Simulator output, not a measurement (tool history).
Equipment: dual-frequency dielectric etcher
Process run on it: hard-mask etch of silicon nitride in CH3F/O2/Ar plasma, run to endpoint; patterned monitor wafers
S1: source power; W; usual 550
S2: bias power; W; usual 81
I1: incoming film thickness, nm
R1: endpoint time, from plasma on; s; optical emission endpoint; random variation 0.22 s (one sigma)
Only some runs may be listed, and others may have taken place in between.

Run 1, hour 0.0: usual settings but S2 67 W; I1 54.1. Result: R1 75.6 s.
At hour 81.6: wet clean of the chamber.
Run 2, hour 82.1: usual settings; I1 54.3. Result: R1 70.5 s.
Run 3, hour 89.3: usual settings; I1 54.4. Result: R1 70.6 s.
Run 4, hour 133.8: usual settings; I1 53.8. Result: R1 70.1 s.
Run 5, hour 202.1: usual settings; I1 53.4. Result: R1 69.4 s.
Run 6, hour 245.5: usual settings but S1 470 W; I1 54.2. Result: R1 74.2 s.
At hour 267.1: source power generator calibrated.
Run 7, hour 312.6: usual settings but S1 470 W; I1 54.0. Result: R1 73.8 s.
Run 8, hour 340.7: usual settings; I1 53.9. Result: R1 70.2 s.
Run 9, hour 396.8: usual settings; I1 53.9. Result: R1 70.2 s.
Run 10, hour 428.8: usual settings; I1 53.8. Result: R1 70.3 s.
Run 11, hour 458.8: usual settings; I1 53.2. Result: R1 69.3 s.
Run 12, hour 483.8: usual settings; I1 54.1. Result: R1 70.2 s.
Run 13, hour 616.3: usual settings but S1 460 W, S2 98 W; I1 54.1. Result: R1 69.5 s.
Run 14, hour 657.5: usual settings; I1 53.6. Result: R1 70.1 s.
At hour 696.5: upper electrode replaced, of another model than before.
At hour 746.6: wet clean of the chamber.
Run 15, hour 747.1: usual settings; I1 54.1. Result: R1 70.9 s.
Run 16, hour 774.5: usual settings but S2 66 W; I1 54.1. Result: R1 74.6 s.
Run 17, hour 833.1: usual settings; I1 54.2. Result: R1 71.0 s.
Run 18, hour 858.9: usual settings; I1 54.4. Result: R1 71.1 s.
Run 19, hour 898.0: usual settings; I1 54.0. Result: R1 70.3 s.
Run 20, hour 1005.5: usual settings; I1 54.0. Result: R1 70.9 s.
Run 21, hour 1032.9: usual settings but S1 690 W, S2 66 W; I1 54.0. Result: R1 69.7 s.
Run 22, hour 1067.5: usual settings but S1 410 W, S2 75 W; I1 54.0. Result: R1 77.6 s.
Run 23, hour 1119.8: usual settings but S1 680 W, S2 90 W; I1 53.9. Result: R1 64.7 s.
Run 24, hour 1160.9: usual settings but S1 450 W, S2 89 W; I1 54.2. Result: R1 73.1 s.
Run 25, hour 1193.1: usual settings but S1 650 W, S2 69 W; I1 53.8. Result: R1 70.2 s.
At hour 1209.5: bias power generator calibrated.
Run 26, hour 1242.8: usual settings but S1 450 W, S2 62 W; I1 54.1. Result: R1 79.1 s.
At hour 1291.5: wet clean of the chamber.
Run 27, hour 1373.7: usual settings but S1 590 W, S2 93 W; I1 53.9. Result: R1 65.8 s.
Run 28, hour 1400.0: usual settings but S1 600 W; I1 54.2. Result: R1 68.5 s.
Run 29, hour 1454.8: usual settings; I1 54.5. Result: R1 70.6 s.
Run 30, hour 1480.6: usual settings but S1 510 W, S2 72 W; I1 54.3. Result: R1 74.0 s.
Run 31, hour 1534.9: usual settings but S1 430 W, S2 63 W; I1 54.1. Result: R1 79.4 s.
Run 32, hour 1565.9: usual settings but S1 650 W, S2 69 W; I1 54.2. Result: R1 69.5 s.
Run 33, hour 1602.0: usual settings but S1 610 W, S2 73 W; I1 54.5. Result: R1 70.4 s.
Run 34, hour 1671.9: usual settings but S1 440 W, S2 70 W; I1 54.4. Result: R1 77.5 s.
Run 35, hour 1724.9: usual settings but S1 640 W, S2 72 W; I1 54.2. Result: R1 69.1 s.
Run 36, hour 1756.1: usual settings but S1 410 W, S2 75 W; I1 54.5. Result: R1 77.6 s.

Consider 3 possible next runs. They are alternatives, not a sequence: every one starts from the tool as it was left by run 36. What does each give?
Run A, hour 1756.5: usual settings but S2 75 W; I1 53.6. Result: R1 ?.
Run B, hour 1756.5: usual settings but S1 430 W, S2 62 W; I1 53.6. Result: R1 ?.
Run C, hour 1756.5: usual settings but S1 500 W, S2 100 W; I1 53.6. Result: R1 ?.

run    R1
  A  70.8
  B  79.0
  C  67.3
Take away the tool's hidden state, keep each run's random variation, and the runs would have read:
run    R1
  A  70.8
  B  79.0
  C  67.3

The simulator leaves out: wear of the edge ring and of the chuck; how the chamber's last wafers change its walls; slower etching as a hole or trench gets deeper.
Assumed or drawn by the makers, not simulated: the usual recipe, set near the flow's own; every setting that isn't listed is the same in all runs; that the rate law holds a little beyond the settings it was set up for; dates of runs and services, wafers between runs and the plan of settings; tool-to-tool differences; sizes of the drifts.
